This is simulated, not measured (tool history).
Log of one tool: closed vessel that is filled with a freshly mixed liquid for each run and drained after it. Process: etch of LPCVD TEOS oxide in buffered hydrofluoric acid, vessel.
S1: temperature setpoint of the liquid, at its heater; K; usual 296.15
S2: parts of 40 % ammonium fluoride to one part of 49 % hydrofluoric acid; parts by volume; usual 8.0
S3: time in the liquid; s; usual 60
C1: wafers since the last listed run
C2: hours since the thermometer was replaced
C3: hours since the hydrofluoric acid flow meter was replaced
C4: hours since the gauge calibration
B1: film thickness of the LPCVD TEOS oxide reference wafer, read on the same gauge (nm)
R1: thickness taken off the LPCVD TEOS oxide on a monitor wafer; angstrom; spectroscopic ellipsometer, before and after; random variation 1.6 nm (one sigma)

run 1 hour=0.0 | S1=296.15 S2=8.0 S3=60 | C1=0 C2=230.6 C3=649.1 C4=2730.1 | B1=39.99 | R1=2847.0
-- hour=9.1 hydrofluoric acid flow meter replaced
run 2 hour=105.4 | S1=296.15 S2=8.0 S3=60 | C1=11313 C2=336.0 C3=96.3 C4=2835.5 | B1=39.98 | R1=2841.8
run 3 hour=154.7 | S1=296.15 S2=8.0 S3=60 | C1=5342 C2=385.3 C3=145.6 C4=2884.8 | B1=40.00 | R1=2804.7
run 4 hour=200.4 | S1=296.15 S2=8.0 S3=60 | C1=4952 C2=431.0 C3=191.3 C4=2930.5 | B1=40.01 | R1=2852.0
run 5 hour=280.1 | S1=298.65 S2=8.0 S3=60 | C1=8637 C2=510.7 C3=271.0 C4=3010.2 | B1=39.99 | R1=3222.8
run 6 hour=361.4 | S1=300.15 S2=6.5 S3=60 | C1=8810 C2=592.0 C3=352.3 C4=3091.5 | B1=40.01 | R1=4309.4
run 7 hour=408.3 | S1=300.15 S2=6.5 S3=60 | C1=5082 C2=638.9 C3=399.2 C4=3138.4 | B1=40.01 | R1=4288.3
run 8 hour=511.2 | S1=296.15 S2=8.0 S3=60 | C1=11151 C2=741.8 C3=502.1 C4=3241.3 | B1=39.96 | R1=2777.0
-- hour=526.1 gauge calibrated
run 9 hour=606.9 | S1=300.15 S2=10.5 S3=80 | C1=10371 C2=837.5 C3=597.8 C4=80.8 | B1=39.99 | R1=3615.7
run 10 hour=659.4 | S1=296.15 S2=8.0 S3=60 | C1=5689 C2=890.0 C3=650.3 C4=133.3 | B1=40.03 | R1=2798.4
run 11 hour=710.1 | S1=294.65 S2=8.0 S3=60 | C1=5494 C2=940.7 C3=701.0 C4=184.0 | B1=39.97 | R1=2599.9
run 12 hour=761.7 | S1=296.15 S2=8.0 S3=60 | C1=5591 C2=992.3 C3=752.6 C4=235.6 | B1=39.96 | R1=2806.4
-- hour=797.4 hydrofluoric acid flow meter replaced
run 13 hour=800.3 | S1=294.65 S2=8.0 S3=80 | C1=4074 C2=1030.9 C3=2.9 C4=274.2 | B1=39.95 | R1=3402.8
run 14 hour=881.9 | S1=296.15 S2=5.0 S3=85 | C1=8843 C2=1112.5 C3=84.5 C4=355.8 | B1=40.01 | R1=6025.6
run 15 hour=950.7 | S1=293.15 S2=5.0 S3=85 | C1=7455 C2=1181.3 C3=153.3 C4=424.6 | B1=39.97 | R1=5065.2
run 16 hour=1041.3 | S1=293.15 S2=7.0 S3=80 | C1=9818 C2=1271.9 C3=243.9 C4=515.2 | B1=40.00 | R1=3619.0
run 17 hour=1084.5 | S1=300.15 S2=8.0 S3=60 | C1=4681 C2=1315.1 C3=287.1 C4=558.4 | B1=40.00 | R1=3411.1
run 18 hour=1158.5 | S1=291.15 S2=8.0 S3=80 | C1=8019 C2=1389.1 C3=361.1 C4=632.4 | B1=40.00 | R1=2768.3
run 19 hour=1207.8 | S1=296.15 S2=10.0 S3=60 | C1=5342 C2=1438.4 C3=410.4 C4=681.7 | B1=40.00 | R1=2263.1
run 20 hour=1258.9 | S1=291.15 S2=8.0 S3=75 | C1=5537 C2=1489.5 C3=461.5 C4=732.8 | B1=40.00 | R1=2575.1
-- hour=1314.8 thermometer replaced
run 21 hour=1350.7 | S1=296.15 S2=8.0 S3=60 | C1=9840 C2=35.9 C3=553.3 C4=824.6 | B1=40.00 | R1=2839.0
-- hour=1545.5 hydrofluoric acid flow meter replaced
run 22 hour=1613.2 | S1=296.15 S2=8.0 S3=60 | C1=28338 C2=298.4 C3=67.7 C4=1087.1 | B1=39.95 | R1=2838.0
run 23 hour=1710.0 | S1=296.15 S2=8.0 S3=60 | C1=10490 C2=395.2 C3=164.5 C4=1183.9 | B1=40.00 | R1=2802.5
run 24 hour=1773.6 | S1=296.15 S2=8.0 S3=60 | C1=6892 C2=458.8 C3=228.1 C4=1247.5 | B1=40.00 | R1=2816.0
run 25 hour=1879.3 | S1=296.15 S2=8.0 S3=60 | C1=11454 C2=564.5 C3=333.8 C4=1353.2 | B1=40.02 | R1=2824.9
run 26 hour=1918.4 | S1=296.15 S2=5.5 S3=60 | C1=4237 C2=603.6 C3=372.9 C4=1392.3 | B1=40.00 | R1=3994.1
run 27 hour=2009.5 | S1=293.15 S2=9.5 S3=60 | C1=9872 C2=694.7 C3=464.0 C4=1483.4 | B1=39.98 | R1=2017.9
run 28 hour=2098.6 | S1=299.65 S2=9.5 S3=50 | C1=9655 C2=783.8 C3=553.1 C4=1572.5 | B1=40.03 | R1=2390.3
run 29 hour=2187.4 | S1=296.15 S2=8.0 S3=60 | C1=9623 C2=872.6 C3=641.9 C4=1661.3 | B1=39.94 | R1=2774.4
run 30 hour=2276.4 | S1=296.15 S2=8.0 S3=60 | C1=9644 C2=961.6 C3=730.9 C4=1750.3 | B1=40.00 | R1=2781.2
run 31 hour=2322.3 | S1=294.65 S2=6.5 S3=80 | C1=4974 C2=1007.5 C3=776.8 C4=1796.2 | B1=40.04 | R1=4194.5
-- hour=2333.2 hydrofluoric acid flow meter replaced
run 32 hour=2367.0 | S1=293.15 S2=10.5 S3=45 | C1=4735 C2=1052.2 C3=33.8 C4=1840.9 | B1=40.03 | R1=1388.8

Hidden state at the last listed run before each entry between runs and at the first one after, where it differs:
Between runs 1 and 2: hydrofluoric acid flow meter replaced (hour 9.1)
  liquid colder than its thermometer reads (K): 0.204 -> 0.262
  measured less the result without the state, R1: -31.4 -> -40.8 angstrom
Between runs 8 and 9: gauge calibrated (hour 526.1)
  liquid colder than its thermometer reads (K): 0.485 -> 0.538
  measured less the result without the state, R1: -75.8 -> -106.1 angstrom
Between runs 12 and 13: hydrofluoric acid flow meter replaced (hour 797.4)
  liquid colder than its thermometer reads (K): 0.623 -> 0.645
  measured less the result without the state, R1: -97.2 -> -123.0 angstrom
Between runs 20 and 21: thermometer replaced (hour 1314.8)
  liquid colder than its thermometer reads (K): 0.897 -> 0.138
  measured less the result without the state, R1: -135.3 -> -21.9 angstrom
Between runs 21 and 22: hydrofluoric acid flow meter replaced (hour 1545.5)
  liquid colder than its thermometer reads (K): 0.138 -> 0.283
  measured less the result without the state, R1: -21.9 -> -43.9 angstrom
Between runs 31 and 32: hydrofluoric acid flow meter replaced (hour 2333.2)
  liquid colder than its thermometer reads (K): 0.674 -> 0.698
  measured less the result without the state, R1: -158.8 -> -55.7 angstrom
